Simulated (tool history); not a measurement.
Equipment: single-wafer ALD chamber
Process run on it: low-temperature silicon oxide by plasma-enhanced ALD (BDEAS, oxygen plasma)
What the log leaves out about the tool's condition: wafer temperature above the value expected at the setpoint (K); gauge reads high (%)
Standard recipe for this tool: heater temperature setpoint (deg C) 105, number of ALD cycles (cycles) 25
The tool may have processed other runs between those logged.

run	hour	heater temperature setpoint (deg C)	number of ALD cycles (cycles)	wafers since the last listed run	hours since the last thermocouple change	hours since the gauge calibration	read-back reference wafer on the same gauge, thickness_nm	mean film thickness on the monitor wafer (angstrom)
1	0	105	25	0	1230.5	476.3	3.354	35.89
2	52.8	105	25	307	1283.3	529.1	3.363	35.69
3	119.7	109	25	389	1350.2	596	3.369	35.7
4	154.9	109	25	204	1385.4	631.2	3.374	35.83
5	226.9	109	25	418	1457.4	703.2	3.38	35.74
# hour 245.7: thermocouple changed; heater temperature recalibrated
6	293.7	105	25	342	48	770	3.382	35.61
7	339	105	25	263	93.3	815.3	3.386	36.05
8	404.7	105	25	382	159	881	3.394	36.14
9	440	105	25	205	194.3	916.3	3.398	36.46
10	508.7	105	25	399	263	985	3.402	36.17
11	570.7	105	21	360	325	1047	3.411	30.52
12	598.6	105	25	162	352.9	1074.9	3.406	36.16
13	661.9	105	25	368	416.2	1138.2	3.415	36
14	711.2	105	25	286	465.5	1187.5	3.413	36.42
15	782.8	105	25	416	537.1	1259.1	3.412	36.31
16	823.5	105	25	236	577.8	1299.8	3.416	36.51
17	857.4	100	23	197	611.7	1333.7	3.414	33.69
18	892.5	105	25	204	646.8	1368.8	3.425	36.65
19	926.9	105	25	200	681.2	1403.2	3.425	36.42
20	957.3	105	25	176	711.6	1433.6	3.421	36.34
21	988.5	105	25	181	742.8	1464.8	3.426	36.52
22	1059.7	105	25	414	814	1536	3.427	36.41
23	1116.7	105	25	331	871	1593	3.427	36.69
24	1162.1	97	22	264	916.4	1638.4	3.429	33.01
25	1217.8	112	21	324	972.1	1694.1	3.429	30.4
26	1288.9	91	22	413	1043.2	1765.2	3.433	33.57
27	1341.1	109	25	303	1095.4	1817.4	3.436	36.17
28	1400.7	105	22	346	1155	1877	3.438	32.33
29	1461.7	120	27	354	1216	1938	3.436	38.41
# hour 1560.2: gauge calibrated
# hour 1634.3: thermocouple changed; heater temperature recalibrated
30	1645.7	101	27	1023	11.4	85.5	3.277	37.83
31	1674.7	110	22	168	40.4	114.5	3.285	30.47
32	1717.7	99	25	250	83.4	157.5	3.292	35.46
33	1749.5	105	25	184	115.2	189.3	3.294	35.5
34	1800.4	105	23	296	166.1	240.2	3.306	32.26
35	1829.6	105	25	169	195.3	269.4	3.309	35.3
36	1867.7	105	25	221	233.4	307.5	3.318	35.28
37	1905.2	99	22	218	270.9	345	3.322	31.61
38	2073.1	105	25	976	438.8	512.9	3.347	35.48
39	2118.4	98	20	263	484.1	558.2	3.352	29.04
40	2166.4	105	25	279	532.1	606.2	3.359	35.73
41	2192.8	97	25	153	558.5	632.6	3.361	36.45
42	2217.1	111	23	141	582.8	656.9	3.36	32.53
43	2274.3	100	22	332	640	714.1	3.369	31.87
44	2337.3	111	25	366	703	777.1	3.377	35.49
45	2408	105	20	411	773.7	847.8	3.382	28.67
46	2451	105	25	250	816.7	890.8	3.381	36.17

Below, some changes in mean film thickness on the monitor wafer (angstrom) between adjacent runs. For each, the amount present without the hidden state too (settings, incoming material, random variation) and the amount remaining for the hidden state with gauge scatter not shared by both compared results:
Run 28 -> 29: heater temperature setpoint (deg C) 105 -> 120, number of ALD cycles (cycles) 22 -> 27. mean film thickness on the monitor wafer (angstrom) +6.08: hidden state +0.3, all else +5.78.
Run 29 -> 30: heater temperature setpoint (deg C) 120 -> 101, gauge calibrated, thermocouple changed; heater temperature recalibrated. mean film thickness on the monitor wafer (angstrom) -0.58: hidden state -1.78, all else +1.2.
Run 30 -> 31: heater temperature setpoint (deg C) 101 -> 110, number of ALD cycles (cycles) 27 -> 22. mean film thickness on the monitor wafer (angstrom) -7.36: hidden state +0.04, all else -7.4.
Run 37 -> 38: heater temperature setpoint (deg C) 99 -> 105, number of ALD cycles (cycles) 22 -> 25. mean film thickness on the monitor wafer (angstrom) +3.87: hidden state +0.31, all else +3.56.
Run 44 -> 45: heater temperature setpoint (deg C) 111 -> 105, number of ALD cycles (cycles) 25 -> 20. mean film thickness on the monitor wafer (angstrom) -6.82: hidden state -0.16, all else -6.66.
Run 45 -> 46: number of ALD cycles (cycles) 20 -> 25. mean film thickness on the monitor wafer (angstrom) +7.5: hidden state +0.27, all else +7.23.
